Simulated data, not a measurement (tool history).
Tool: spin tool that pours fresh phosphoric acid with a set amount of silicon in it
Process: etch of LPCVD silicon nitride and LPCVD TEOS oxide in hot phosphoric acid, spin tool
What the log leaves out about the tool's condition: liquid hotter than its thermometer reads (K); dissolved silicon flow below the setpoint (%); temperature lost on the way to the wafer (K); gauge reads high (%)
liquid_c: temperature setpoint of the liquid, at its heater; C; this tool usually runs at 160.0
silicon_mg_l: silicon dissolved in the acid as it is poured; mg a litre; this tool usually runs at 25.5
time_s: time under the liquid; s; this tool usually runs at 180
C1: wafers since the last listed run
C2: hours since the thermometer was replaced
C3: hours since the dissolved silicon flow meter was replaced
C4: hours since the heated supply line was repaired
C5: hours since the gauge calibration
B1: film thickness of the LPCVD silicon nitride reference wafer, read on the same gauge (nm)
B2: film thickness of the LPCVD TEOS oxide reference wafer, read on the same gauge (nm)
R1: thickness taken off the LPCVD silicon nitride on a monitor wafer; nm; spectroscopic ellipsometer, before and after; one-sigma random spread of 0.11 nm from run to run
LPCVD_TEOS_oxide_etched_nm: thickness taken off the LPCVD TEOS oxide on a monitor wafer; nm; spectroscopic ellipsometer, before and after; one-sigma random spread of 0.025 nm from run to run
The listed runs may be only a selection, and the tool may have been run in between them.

Run 1, hour 0.0: usual settings but liquid_c 162.0 C; C1 0; C2 2215.5; C3 50.8; C4 1924.4; C5 640.7; B1 48.88; B2 29.339. Result: R1 14.59 nm, LPCVD_TEOS_oxide_etched_nm 0.452 nm.
Run 2, hour 25.7: usual settings but time_s 215 s; C1 137; C2 2241.2; C3 76.5; C4 1950.1; C5 666.4; B1 48.84; B2 29.266. Result: R1 16.60 nm, LPCVD_TEOS_oxide_etched_nm 0.472 nm.
Run 3, hour 71.1: usual settings but time_s 215 s; C1 243; C2 2286.6; C3 121.9; C4 1995.5; C5 711.8; B1 48.70; B2 29.232. Result: R1 16.58 nm, LPCVD_TEOS_oxide_etched_nm 0.425 nm.
Run 4, hour 122.6: usual settings; C1 275; C2 2338.1; C3 173.4; C4 2047.0; C5 763.3; B1 48.66; B2 29.172. Result: R1 13.81 nm, LPCVD_TEOS_oxide_etched_nm 0.342 nm.
Run 5, hour 190.1: usual settings; C1 361; C2 2405.6; C3 240.9; C4 2114.5; C5 830.8; B1 48.49; B2 29.099. Result: R1 13.61 nm, LPCVD_TEOS_oxide_etched_nm 0.347 nm.
Run 6, hour 238.5: usual settings but liquid_c 161.5 C, silicon_mg_l 9.5 mg a litre, time_s 250 s; C1 259; C2 2454.0; C3 289.3; C4 2162.9; C5 879.2; B1 48.42; B2 29.059. Result: R1 19.83 nm, LPCVD_TEOS_oxide_etched_nm 0.888 nm.
Run 7, hour 285.0: usual settings; C1 249; C2 2500.5; C3 335.8; C4 2209.4; C5 925.7; B1 48.36; B2 28.989. Result: R1 13.69 nm, LPCVD_TEOS_oxide_etched_nm 0.341 nm.
Run 8, hour 336.5: usual settings but liquid_c 162.5 C, silicon_mg_l 5.5 mg a litre; C1 275; C2 2552.0; C3 387.3; C4 2260.9; C5 977.2; B1 48.17; B2 28.911. Result: R1 14.78 nm, LPCVD_TEOS_oxide_etched_nm 0.678 nm.
At hour 404.7: dissolved silicon flow meter replaced.
Run 9, hour 406.9: usual settings but liquid_c 162.0 C, time_s 240 s; C1 371; C2 2622.4; C3 2.2; C4 2331.3; C5 1047.6; B1 48.07; B2 28.853. Result: R1 19.32 nm, LPCVD_TEOS_oxide_etched_nm 0.518 nm.
Run 10, hour 437.1: usual settings but liquid_c 157.5 C, time_s 270 s; C1 161; C2 2652.6; C3 32.4; C4 2361.5; C5 1077.8; B1 48.01; B2 28.820. Result: R1 18.64 nm, LPCVD_TEOS_oxide_etched_nm 0.387 nm.
At hour 459.8: gauge calibrated.
Run 11, hour 486.6: usual settings but liquid_c 163.0 C, silicon_mg_l 42.5 mg a litre, time_s 285 s; C1 265; C2 2702.1; C3 81.9; C4 2411.0; C5 26.8; B1 49.62; B2 29.755. Result: R1 24.85 nm, LPCVD_TEOS_oxide_etched_nm 0.300 nm.
Run 12, hour 517.8: usual settings but silicon_mg_l 16.5 mg a litre, time_s 135 s; C1 167; C2 2733.3; C3 113.1; C4 2442.2; C5 58.0; B1 49.57; B2 29.759. Result: R1 10.53 nm, LPCVD_TEOS_oxide_etched_nm 0.376 nm.
At hour 520.9: thermometer replaced.
Run 13, hour 571.0: usual settings; C1 279; C2 50.1; C3 166.3; C4 2495.4; C5 111.2; B1 49.47; B2 29.660. Result: R1 13.93 nm, LPCVD_TEOS_oxide_etched_nm 0.385 nm.
At hour 585.1: heated supply line repaired.
Run 14, hour 642.4: usual settings but liquid_c 162.5 C, silicon_mg_l 9.5 mg a litre, time_s 80 s; C1 377; C2 121.5; C3 237.7; C4 57.3; C5 182.6; B1 49.28; B2 29.555. Result: R1 6.79 nm, LPCVD_TEOS_oxide_etched_nm 0.338 nm.
Run 15, hour 677.4: usual settings but liquid_c 162.0 C, time_s 105 s; C1 187; C2 156.5; C3 272.7; C4 92.3; C5 217.6; B1 49.29; B2 29.528. Result: R1 8.72 nm, LPCVD_TEOS_oxide_etched_nm 0.227 nm.
Run 16, hour 720.8: usual settings but liquid_c 157.0 C, time_s 235 s; C1 232; C2 199.9; C3 316.1; C4 135.7; C5 261.0; B1 49.19; B2 29.450. Result: R1 16.69 nm, LPCVD_TEOS_oxide_etched_nm 0.375 nm.
Run 17, hour 790.1: usual settings but liquid_c 157.0 C, silicon_mg_l 32.5 mg a litre, time_s 95 s; C1 371; C2 269.2; C3 385.4; C4 205.0; C5 330.3; B1 49.01; B2 29.428. Result: R1 6.57 nm, LPCVD_TEOS_oxide_etched_nm 0.136 nm.
At hour 836.7: dissolved silicon flow meter replaced.
Run 18, hour 853.2: usual settings; C1 332; C2 332.3; C3 16.5; C4 268.1; C5 393.4; B1 48.86; B2 29.293. Result: R1 13.89 nm, LPCVD_TEOS_oxide_etched_nm 0.360 nm.
Run 19, hour 919.9: usual settings but liquid_c 159.0 C, silicon_mg_l 15.0 mg a litre, time_s 255 s; C1 357; C2 399.0; C3 83.2; C4 334.8; C5 460.1; B1 48.73; B2 29.238. Result: R1 19.06 nm, LPCVD_TEOS_oxide_etched_nm 0.660 nm.
Run 20, hour 972.7: usual settings but liquid_c 162.0 C, silicon_mg_l 18.0 mg a litre; C1 282; C2 451.8; C3 136.0; C4 387.6; C5 512.9; B1 48.64; B2 29.176. Result: R1 14.67 nm, LPCVD_TEOS_oxide_etched_nm 0.583 nm.
Run 21, hour 1029.5: usual settings but liquid_c 162.0 C, silicon_mg_l 18.0 mg a litre; C1 304; C2 508.6; C3 192.8; C4 444.4; C5 569.7; B1 48.53; B2 29.113. Result: R1 14.70 nm, LPCVD_TEOS_oxide_etched_nm 0.531 nm.
Run 22, hour 1065.3: usual settings but liquid_c 162.0 C, silicon_mg_l 7.0 mg a litre, time_s 240 s; C1 191; C2 544.4; C3 228.6; C4 480.2; C5 605.5; B1 48.48; B2 29.084. Result: R1 19.79 nm, LPCVD_TEOS_oxide_etched_nm 0.970 nm.
Run 23, hour 1114.0: usual settings; C1 260; C2 593.1; C3 277.3; C4 528.9; C5 654.2; B1 48.38; B2 29.023. Result: R1 13.75 nm, LPCVD_TEOS_oxide_etched_nm 0.412 nm.

Predict each of these 3 candidate next runs independently; none follows another, all start after run 23:
Run A, hour 1114.5: usual settings but liquid_c 157.0 C; C1 2; C2 593.6; C3 277.8; C4 529.4; C5 654.7; B1 ?; B2 ?. Result: R1 ?, LPCVD_TEOS_oxide_etched_nm ?.
Run B, hour 1114.5: usual settings but time_s 150 s; C1 2; C2 593.6; C3 277.8; C4 529.4; C5 654.7; B1 ?; B2 ?. Result: R1 ?, LPCVD_TEOS_oxide_etched_nm ?.
Run C, hour 1114.5: usual settings but liquid_c 162.5 C, time_s 140 s; C1 2; C2 593.6; C3 277.8; C4 529.4; C5 654.7; B1 ?; B2 ?. Result: R1 ?, LPCVD_TEOS_oxide_etched_nm ?.

run     B1      B2     R1  LPCVD_TEOS_oxide_etched_nm
  A  48.37  29.032  12.39                       0.274
  B  48.37  29.032  11.42                       0.285
  C  48.37  29.032  11.59                       0.320
Had the tool no hidden state, the same runs would have come out as:
run     R1  LPCVD_TEOS_oxide_etched_nm
  A  12.81                       0.283
  B  11.81                       0.295
  C  11.99                       0.331

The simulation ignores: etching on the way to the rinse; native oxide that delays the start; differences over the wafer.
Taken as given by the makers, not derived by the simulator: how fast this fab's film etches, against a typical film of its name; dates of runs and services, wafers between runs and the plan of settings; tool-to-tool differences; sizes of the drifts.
